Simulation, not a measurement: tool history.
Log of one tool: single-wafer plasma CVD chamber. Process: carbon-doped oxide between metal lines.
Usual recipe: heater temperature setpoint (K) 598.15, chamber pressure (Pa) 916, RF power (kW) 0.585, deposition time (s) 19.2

| run | hour | heater temperature setpoint (K) | chamber pressure (Pa) | RF power (kW) | deposition time (s) | read-back reference wafer on the same gauge, thickness_nm | mean film thickness on the monitor wafer (Å) |
|---|---|---|---|---|---|---|---|
| 1 | 0.0 | 598.15 | 916 | 0.585 | 19.2 | 122.032 | 1323.32 |
| 2 | 12.3 | 598.15 | 916 | 0.585 | 19.2 | 121.952 | 1322.53 |
| 3 | 29.6 | 598.15 | 869 | 0.585 | 19.2 | 122.019 | 1310.19 |
| 4 | 47.2 | 598.15 | 869 | 0.585 | 19.2 | 121.972 | 1327.53 |
| 5 | 67.8 | 598.15 | 916 | 0.585 | 19.2 | 122.041 | 1336.58 |
| 6 | 103.0 | 598.15 | 916 | 0.585 | 19.2 | 122.087 | 1326.05 |
| 7 | 126.4 | 598.15 | 916 | 0.585 | 19.2 | 121.972 | 1335.29 |
| 8 | 162.3 | 598.15 | 916 | 0.585 | 19.2 | 122.008 | 1330.54 |
| 9 | 178.8 | 598.15 | 916 | 0.585 | 19.2 | 122.002 | 1325.14 |
| 10 | 205.9 | 598.15 | 916 | 0.585 | 19.2 | 122.012 | 1313.60 |
| 11 | 224.8 | 598.15 | 916 | 0.585 | 19.2 | 122.015 | 1329.24 |
|  | 249.9 | showerhead replaced, of another model than before |
|  | 254.1 | thermocouple changed; heater temperature recalibrated |
| 12 | 254.6 | 598.15 | 916 | 0.585 | 19.2 | 121.957 | 1337.44 |
| 13 | 273.1 | 598.15 | 916 | 0.585 | 20.9 | 121.907 | 1447.95 |
|  | 285.1 | capacitance manometer re-zeroed and calibrated |
| 14 | 296.8 | 598.15 | 916 | 0.585 | 19.2 | 121.917 | 1333.44 |
| 15 | 323.2 | 602.15 | 916 | 0.540 | 19.2 | 122.045 | 1284.64 |
|  | 325.4 | gauge calibrated |
| 16 | 336.5 | 592.15 | 716 | 0.585 | 17.1 | 121.956 | 1170.48 |
| 17 | 364.4 | 591.15 | 1131 | 0.660 | 22.9 | 122.063 | 1722.72 |
| 18 | 380.4 | 603.15 | 984 | 0.550 | 20.8 | 122.018 | 1382.58 |
| 19 | 400.0 | 598.15 | 916 | 0.585 | 19.2 | 122.061 | 1335.70 |
| 20 | 417.0 | 591.15 | 916 | 0.585 | 19.2 | 121.911 | 1377.93 |
| 21 | 436.1 | 586.15 | 916 | 0.585 | 15.4 | 122.056 | 1123.63 |
|  | 446.5 | RF generator calibrated |
| 22 | 457.2 | 585.15 | 916 | 0.585 | 22.1 | 122.121 | 1642.61 |
| 23 | 492.6 | 585.15 | 1103 | 0.585 | 15.8 | 121.973 | 1193.24 |
| 24 | 527.4 | 610.15 | 1099 | 0.500 | 21.9 | 121.955 | 1443.46 |
| 25 | 551.1 | 598.15 | 916 | 0.585 | 19.2 | 121.941 | 1346.41 |
| 26 | 573.2 | 598.15 | 916 | 0.585 | 17.8 | 122.008 | 1249.93 |
| 27 | 598.5 | 594.15 | 916 | 0.585 | 16.0 | 121.968 | 1146.06 |
| 28 | 679.0 | 598.15 | 916 | 0.625 | 19.2 | 121.975 | 1365.29 |

Measured result minus the same run's result without the hidden state. Both carry the same run-to-run variation, though not necessarily the same gauge scatter:
The tool's hidden condition here consists of: wafer temperature above the value expected at the setpoint (K); delivered RF power above the setpoint (%); true pressure above the setpoint (%); gauge reads high (%).
| run | mean film thickness on the monitor wafer (Å) |
|---|---|
| 1 | -21.06 |
| 2 | -21.59 |
| 3 | -22.15 |
| 4 | -23.23 |
| 5 | -24.31 |
| 6 | -25.70 |
| 7 | -26.94 |
| 8 | -28.47 |
| 9 | -29.10 |
| 10 | -30.06 |
| 11 | -31.27 |
| 12 | -17.60 |
| 13 | -19.54 |
| 14 | -18.57 |
| 15 | -18.51 |
| 16 | -17.14 |
| 17 | -26.11 |
| 18 | -21.36 |
| 19 | -21.11 |
| 20 | -22.21 |
| 21 | -18.50 |
| 22 | -2.60 |
| 23 | -2.63 |
| 24 | -4.10 |
| 25 | -4.36 |
| 26 | -4.54 |
| 27 | -4.67 |
| 28 | -7.51 |
